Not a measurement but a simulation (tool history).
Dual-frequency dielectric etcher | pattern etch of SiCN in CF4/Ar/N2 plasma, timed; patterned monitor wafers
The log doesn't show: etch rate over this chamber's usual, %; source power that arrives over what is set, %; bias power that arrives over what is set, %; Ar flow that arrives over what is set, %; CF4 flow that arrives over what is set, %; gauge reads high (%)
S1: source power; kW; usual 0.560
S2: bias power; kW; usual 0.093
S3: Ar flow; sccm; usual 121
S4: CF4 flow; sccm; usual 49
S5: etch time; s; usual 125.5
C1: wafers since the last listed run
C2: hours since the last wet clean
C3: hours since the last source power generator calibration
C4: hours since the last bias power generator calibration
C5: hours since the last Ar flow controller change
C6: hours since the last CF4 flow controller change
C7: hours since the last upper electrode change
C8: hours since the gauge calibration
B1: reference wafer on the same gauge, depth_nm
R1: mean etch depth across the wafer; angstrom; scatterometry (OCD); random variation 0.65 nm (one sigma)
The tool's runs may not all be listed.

Run 1, hour 0.0: usual settings but S5 145.0 s; C1 0; C2 831.8; C3 804.6; C4 856.0; C5 529.9; C6 4952.9; C7 1686.6; C8 3298.8; B1 123.1. Result: R1 1422 angstrom.
Run 2, hour 87.7: usual settings but S1 0.510 kW, S2 0.087 kW, S3 102 sccm; C1 503; C2 919.5; C3 892.3; C4 943.7; C5 617.6; C6 5040.6; C7 1774.3; C8 3386.5; B1 123.1. Result: R1 1203 angstrom.
At hour 122.6: wet clean of the chamber.
Run 3, hour 176.9: usual settings but S4 53 sccm; C1 374; C2 54.3; C3 981.5; C4 1032.9; C5 706.8; C6 5129.8; C7 1863.5; C8 3475.7; B1 122.9. Result: R1 1265 angstrom.
At hour 234.0: CF4 flow controller replaced.
Run 4, hour 479.2: usual settings; C1 1702; C2 356.6; C3 1283.8; C4 1335.2; C5 1009.1; C6 245.2; C7 2165.8; C8 3778.0; B1 123.0. Result: R1 1240 angstrom.
Run 5, hour 545.5: usual settings but S1 0.510 kW; C1 380; C2 422.9; C3 1350.1; C4 1401.5; C5 1075.4; C6 311.5; C7 2232.1; C8 3844.3; B1 123.0. Result: R1 1172 angstrom.
At hour 612.7: gauge calibrated.
Run 6, hour 613.3: usual settings but S2 0.111 kW, S3 130 sccm, S4 58 sccm; C1 389; C2 490.7; C3 1417.9; C4 1469.3; C5 1143.2; C6 379.3; C7 2299.9; C8 0.6; B1 123.1. Result: R1 1329 angstrom.
Run 7, hour 732.2: usual settings but S5 160.5 s; C1 683; C2 609.6; C3 1536.8; C4 1588.2; C5 1262.1; C6 498.2; C7 2418.8; C8 119.5; B1 123.0. Result: R1 1600 angstrom.
At hour 784.1: upper electrode replaced.
Run 8, hour 784.6: usual settings; C1 163; C2 662.0; C3 1589.2; C4 1640.6; C5 1314.5; C6 550.6; C7 0.5; C8 171.9; B1 123.0. Result: R1 1240 angstrom.
Run 9, hour 832.2: usual settings but S3 113 sccm, S4 40 sccm; C1 273; C2 709.6; C3 1636.8; C4 1688.2; C5 1362.1; C6 598.2; C7 48.1; C8 219.5; B1 122.8. Result: R1 1200 angstrom.
Run 10, hour 1058.3: usual settings; C1 1299; C2 935.7; C3 1862.9; C4 1914.3; C5 1588.2; C6 824.3; C7 274.2; C8 445.6; B1 123.0. Result: R1 1249 angstrom.
At hour 1086.8: wet clean of the chamber.
Run 11, hour 1145.9: usual settings but S2 0.113 kW, S3 143 sccm; C1 365; C2 59.1; C3 1950.5; C4 2001.9; C5 1675.8; C6 911.9; C7 361.8; C8 533.2; B1 123.2. Result: R1 1261 angstrom.
Run 12, hour 1207.1: usual settings but S4 42 sccm; C1 351; C2 120.3; C3 2011.7; C4 2063.1; C5 1737.0; C6 973.1; C7 423.0; C8 594.4; B1 123.0. Result: R1 1189 angstrom.
Run 13, hour 1266.2: usual settings; C1 339; C2 179.4; C3 2070.8; C4 2122.2; C5 1796.1; C6 1032.2; C7 482.1; C8 653.5; B1 122.9. Result: R1 1241 angstrom.
Run 14, hour 1368.0: usual settings but S5 161.5 s; C1 584; C2 281.2; C3 2172.6; C4 2224.0; C5 1897.9; C6 1134.0; C7 583.9; C8 755.3; B1 123.0. Result: R1 1581 angstrom.
Run 15, hour 1445.9: usual settings; C1 447; C2 359.1; C3 2250.5; C4 2301.9; C5 1975.8; C6 1211.9; C7 661.8; C8 833.2; B1 123.0. Result: R1 1246 angstrom.
At hour 1469.2: bias power generator calibrated.
Run 16, hour 1510.7: usual settings but S2 0.075 kW, S3 147 sccm, S4 44 sccm; C1 349; C2 423.9; C3 2315.3; C4 41.5; C5 2040.6; C6 1276.7; C7 726.6; C8 898.0; B1 123.0. Result: R1 1070 angstrom.
At hour 1565.3: source power generator calibrated.
Run 17, hour 1611.2: usual settings; C1 554; C2 524.4; C3 45.9; C4 142.0; C5 2141.1; C6 1377.2; C7 827.1; C8 998.5; B1 122.9. Result: R1 1239 angstrom.
Run 18, hour 1668.5: usual settings but S3 131 sccm; C1 329; C2 581.7; C3 103.2; C4 199.3; C5 2198.4; C6 1434.5; C7 884.4; C8 1055.8; B1 123.1. Result: R1 1215 angstrom.
Run 19, hour 1758.4: usual settings but S5 99.0 s; C1 516; C2 671.6; C3 193.1; C4 289.2; C5 2288.3; C6 1524.4; C7 974.3; C8 1145.7; B1 123.0. Result: R1 977 angstrom.
Run 20, hour 1864.0: usual settings but S1 0.650 kW, S2 0.101 kW, S4 43 sccm, S5 144.0 s; C1 606; C2 777.2; C3 298.7; C4 394.8; C5 2393.9; C6 1630.0; C7 1079.9; C8 1251.3; B1 122.9. Result: R1 1551 angstrom.
Run 21, hour 1949.2: usual settings but S2 0.115 kW, S4 58 sccm; C1 489; C2 862.4; C3 383.9; C4 480.0; C5 2479.1; C6 1715.2; C7 1165.1; C8 1336.5; B1 123.0. Result: R1 1367 angstrom.
At hour 1999.2: wet clean of the chamber.
Run 22, hour 2022.5: usual settings but S2 0.104 kW; C1 283; C2 23.3; C3 457.2; C4 553.3; C5 2552.4; C6 1788.5; C7 1238.4; C8 1409.8; B1 123.1. Result: R1 1289 angstrom.

3 ways to go on from here, each from the tool as it stands after run 22. What would each give?
Run A, hour 2023.0: usual settings but S3 138 sccm; C1 2; C2 23.8; C3 457.7; C4 553.8; C5 2552.9; C6 1789.0; C7 1238.9; C8 1410.3; B1 ?. Result: R1 ?.
Run B, hour 2023.0: usual settings but S4 60 sccm, S5 148.5 s; C1 2; C2 23.8; C3 457.7; C4 553.8; C5 2552.9; C6 1789.0; C7 1238.9; C8 1410.3; B1 ?. Result: R1 ?.
Run C, hour 2023.0: usual settings but S3 109 sccm, S5 107.0 s; C1 2; C2 23.8; C3 457.7; C4 553.8; C5 2552.9; C6 1789.0; C7 1238.9; C8 1410.3; B1 ?. Result: R1 ?.

run     B1    R1
  A  123.0  1192
  B  123.0  1512
  C  123.0  1076
Without the tool's hidden state the same runs would have given:
run    R1
  A  1192
  B  1512
  C  1076

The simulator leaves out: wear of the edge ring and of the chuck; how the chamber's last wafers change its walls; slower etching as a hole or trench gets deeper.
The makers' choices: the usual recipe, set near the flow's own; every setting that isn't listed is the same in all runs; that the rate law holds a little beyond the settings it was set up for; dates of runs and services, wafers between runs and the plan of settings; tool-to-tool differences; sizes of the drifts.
